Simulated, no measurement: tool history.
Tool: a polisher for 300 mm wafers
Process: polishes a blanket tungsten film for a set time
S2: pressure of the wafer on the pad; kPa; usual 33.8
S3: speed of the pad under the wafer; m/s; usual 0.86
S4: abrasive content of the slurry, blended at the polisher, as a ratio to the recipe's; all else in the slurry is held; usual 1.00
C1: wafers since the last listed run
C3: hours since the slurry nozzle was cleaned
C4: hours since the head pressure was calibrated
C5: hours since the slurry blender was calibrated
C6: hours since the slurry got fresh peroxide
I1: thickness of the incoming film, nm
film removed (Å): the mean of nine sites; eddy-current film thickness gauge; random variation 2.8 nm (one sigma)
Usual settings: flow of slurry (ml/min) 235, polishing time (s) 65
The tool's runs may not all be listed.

run 1 hour=0.0 | flow_of_slurry_(ml/min)=235 S2=33.8 S3=0.86 S4=1.00 polishing_time_(s)=65 | C1=0 wafers_polished_on_this_pad=3097 C3=725.8 C4=1354.0 C5=334.8 C6=510.1 | I1=1206.1 | film_removed_(Å)=2293
run 2 hour=35.5 | flow_of_slurry_(ml/min)=235 S2=33.8 S3=0.86 S4=1.00 polishing_time_(s)=65 | C1=284 wafers_polished_on_this_pad=3382 C3=761.3 C4=1389.5 C5=370.3 C6=545.6 | I1=1193.6 | film_removed_(Å)=2338
-- hour=42.1 slurry tank refilled with fresh slurry and peroxide, repeated, since the last time left the tool worse
-- hour=68.1 worn pad replaced by a new one
-- hour=81.8 head pressure recalibrated
run 3 hour=86.5 | flow_of_slurry_(ml/min)=235 S2=33.8 S3=0.86 S4=1.00 polishing_time_(s)=65 | C1=352 wafers_polished_on_this_pad=131 C3=812.3 C4=4.7 C5=421.3 C6=44.4 | I1=1208.9 | film_removed_(Å)=3114
run 4 hour=114.1 | flow_of_slurry_(ml/min)=185 S2=38.6 S3=0.86 S4=0.70 polishing_time_(s)=65 | C1=221 wafers_polished_on_this_pad=352 C3=839.9 C4=32.3 C5=448.9 C6=72.0 | I1=1205.7 | film_removed_(Å)=3051
run 5 hour=171.0 | flow_of_slurry_(ml/min)=205 S2=33.8 S3=0.86 S4=1.00 polishing_time_(s)=79 | C1=456 wafers_polished_on_this_pad=809 C3=896.8 C4=89.2 C5=505.8 C6=128.9 | I1=1204.3 | film_removed_(Å)=3619
-- hour=178.1 slurry blender recalibrated
-- hour=207.8 slurry nozzle cleaned
run 6 hour=208.3 | flow_of_slurry_(ml/min)=235 S2=33.8 S3=0.86 S4=1.00 polishing_time_(s)=65 | C1=274 wafers_polished_on_this_pad=1084 C3=0.5 C4=126.5 C5=30.2 C6=166.2 | I1=1195.0 | film_removed_(Å)=3057
run 7 hour=256.9 | flow_of_slurry_(ml/min)=235 S2=33.8 S3=1.10 S4=1.00 polishing_time_(s)=77 | C1=389 wafers_polished_on_this_pad=1473 C3=49.1 C4=175.1 C5=78.8 C6=214.8 | I1=1194.4 | film_removed_(Å)=4565
run 8 hour=327.5 | flow_of_slurry_(ml/min)=235 S2=33.8 S3=0.86 S4=1.00 polishing_time_(s)=65 | C1=565 wafers_polished_on_this_pad=2039 C3=119.7 C4=245.7 C5=149.4 C6=285.4 | I1=1184.0 | film_removed_(Å)=2957
run 9 hour=381.8 | flow_of_slurry_(ml/min)=235 S2=33.8 S3=0.96 S4=1.00 polishing_time_(s)=65 | C1=435 wafers_polished_on_this_pad=2474 C3=174.0 C4=300.0 C5=203.7 C6=339.7 | I1=1208.0 | film_removed_(Å)=3338
run 10 hour=454.7 | flow_of_slurry_(ml/min)=235 S2=33.8 S3=0.86 S4=1.00 polishing_time_(s)=65 | C1=584 wafers_polished_on_this_pad=3059 C3=246.9 C4=372.9 C5=276.6 C6=412.6 | I1=1211.8 | film_removed_(Å)=2913
run 11 hour=518.2 | flow_of_slurry_(ml/min)=170 S2=33.8 S3=0.78 S4=0.80 polishing_time_(s)=65 | C1=509 wafers_polished_on_this_pad=3568 C3=310.4 C4=436.4 C5=340.1 C6=476.1 | I1=1202.5 | film_removed_(Å)=2425
-- hour=528.1 worn pad replaced by a new one
-- hour=537.7 slurry tank refilled with fresh slurry and peroxide
run 12 hour=558.6 | flow_of_slurry_(ml/min)=285 S2=33.8 S3=0.86 S4=1.25 polishing_time_(s)=65 | C1=283 wafers_polished_on_this_pad=236 C3=350.8 C4=476.8 C5=380.5 C6=20.9 | I1=1215.9 | film_removed_(Å)=3439
run 13 hour=597.9 | flow_of_slurry_(ml/min)=235 S2=33.8 S3=0.66 S4=1.00 polishing_time_(s)=65 | C1=315 wafers_polished_on_this_pad=551 C3=390.1 C4=516.1 C5=419.8 C6=60.2 | I1=1223.9 | film_removed_(Å)=2412
run 14 hour=632.7 | flow_of_slurry_(ml/min)=235 S2=33.8 S3=0.86 S4=1.00 polishing_time_(s)=73 | C1=278 wafers_polished_on_this_pad=830 C3=424.9 C4=550.9 C5=454.6 C6=95.0 | I1=1197.9 | film_removed_(Å)=3430
-- hour=689.2 slurry blender recalibrated
run 15 hour=689.7 | flow_of_slurry_(ml/min)=235 S2=33.8 S3=0.86 S4=1.00 polishing_time_(s)=65 | C1=440 wafers_polished_on_this_pad=1271 C3=481.9 C4=607.9 C5=0.5 C6=152.0 | I1=1213.5 | film_removed_(Å)=3041
run 16 hour=730.7 | flow_of_slurry_(ml/min)=155 S2=44.8 S3=0.70 S4=1.00 polishing_time_(s)=47 | C1=328 wafers_polished_on_this_pad=1600 C3=522.9 C4=648.9 C5=41.5 C6=193.0 | I1=1212.3 | film_removed_(Å)=2205
run 17 hour=779.2 | flow_of_slurry_(ml/min)=235 S2=33.8 S3=1.02 S4=1.00 polishing_time_(s)=46 | C1=388 wafers_polished_on_this_pad=1988 C3=571.4 C4=697.4 C5=90.0 C6=241.5 | I1=1214.9 | film_removed_(Å)=2497
run 18 hour=815.8 | flow_of_slurry_(ml/min)=235 S2=37.9 S3=1.00 S4=1.00 polishing_time_(s)=47 | C1=293 wafers_polished_on_this_pad=2282 C3=608.0 C4=734.0 C5=126.6 C6=278.1 | I1=1200.7 | film_removed_(Å)=2758
run 19 hour=854.9 | flow_of_slurry_(ml/min)=235 S2=33.8 S3=0.86 S4=1.00 polishing_time_(s)=65 | C1=313 wafers_polished_on_this_pad=2595 C3=647.1 C4=773.1 C5=165.7 C6=317.2 | I1=1191.9 | film_removed_(Å)=2944
run 20 hour=906.8 | flow_of_slurry_(ml/min)=300 S2=33.8 S3=0.94 S4=0.75 polishing_time_(s)=65 | C1=416 wafers_polished_on_this_pad=3011 C3=699.0 C4=825.0 C5=217.6 C6=369.1 | I1=1186.8 | film_removed_(Å)=3004
run 21 hour=957.4 | flow_of_slurry_(ml/min)=235 S2=33.8 S3=0.86 S4=1.00 polishing_time_(s)=65 | C1=405 wafers_polished_on_this_pad=3417 C3=749.6 C4=875.6 C5=268.2 C6=419.7 | I1=1187.2 | film_removed_(Å)=2913
-- hour=1015.2 worn pad replaced by a new one
run 22 hour=1021.8 | flow_of_slurry_(ml/min)=235 S2=33.8 S3=0.86 S4=1.00 polishing_time_(s)=48 | C1=484 wafers_polished_on_this_pad=52 C3=814.0 C4=940.0 C5=332.6 C6=484.1 | I1=1191.3 | film_removed_(Å)=2169
-- hour=1026.9 slurry nozzle cleaned
-- hour=1028.0 slurry tank refilled with fresh slurry and peroxide
run 23 hour=1061.4 | flow_of_slurry_(ml/min)=265 S2=37.2 S3=0.72 S4=1.00 polishing_time_(s)=50 | C1=301 wafers_polished_on_this_pad=354 C3=34.5 C4=979.6 C5=372.2 C6=33.4 | I1=1177.3 | film_removed_(Å)=2253
run 24 hour=1125.6 | flow_of_slurry_(ml/min)=235 S2=33.8 S3=0.86 S4=1.00 polishing_time_(s)=65 | C1=514 wafers_polished_on_this_pad=868 C3=98.7 C4=1043.8 C5=436.4 C6=97.6 | I1=1198.4 | film_removed_(Å)=3097
-- hour=1138.4 slurry blender recalibrated
run 25 hour=1154.7 | flow_of_slurry_(ml/min)=235 S2=33.8 S3=0.86 S4=1.25 polishing_time_(s)=57 | C1=217 wafers_polished_on_this_pad=1086 C3=127.8 C4=1072.9 C5=16.3 C6=126.7 | I1=1204.8 | film_removed_(Å)=2844

Hidden state or all else? Some run-to-run changes of film removed (Å), split into what the settings, what came in and random variation would give without the hidden state, and what is left for the hidden state (with any gauge scatter that isn't in both results):
The hidden state here: removal rate lost through wear of the pad, %; slurry flow missing at the pad, %; deviation of the head's pressure from its setpoint, %; abrasive missing from the slurry, %; peroxide lost from the slurry, %.
Run 2 -> 3: slurry tank refilled with fresh slurry and peroxide, repeated, since the last time left the tool worse, worn pad replaced by a new one, head pressure recalibrated. film removed (Å) +776: hidden state +829, all else -53.
Run 6 -> 7: S3 0.86 -> 1.10, polishing time (s) 65 -> 77. film removed (Å) +1508: hidden state -126, all else +1634.
Run 7 -> 8: S3 1.10 -> 0.86, polishing time (s) 77 -> 65. film removed (Å) -1608: hidden state +79, all else -1687.
Run 11 -> 12: flow of slurry (ml/min) 170 -> 285, S3 0.78 -> 0.86, S4 0.80 -> 1.25, worn pad replaced by a new one, slurry tank refilled with fresh slurry and peroxide. film removed (Å) +1014: hidden state +164, all else +850.
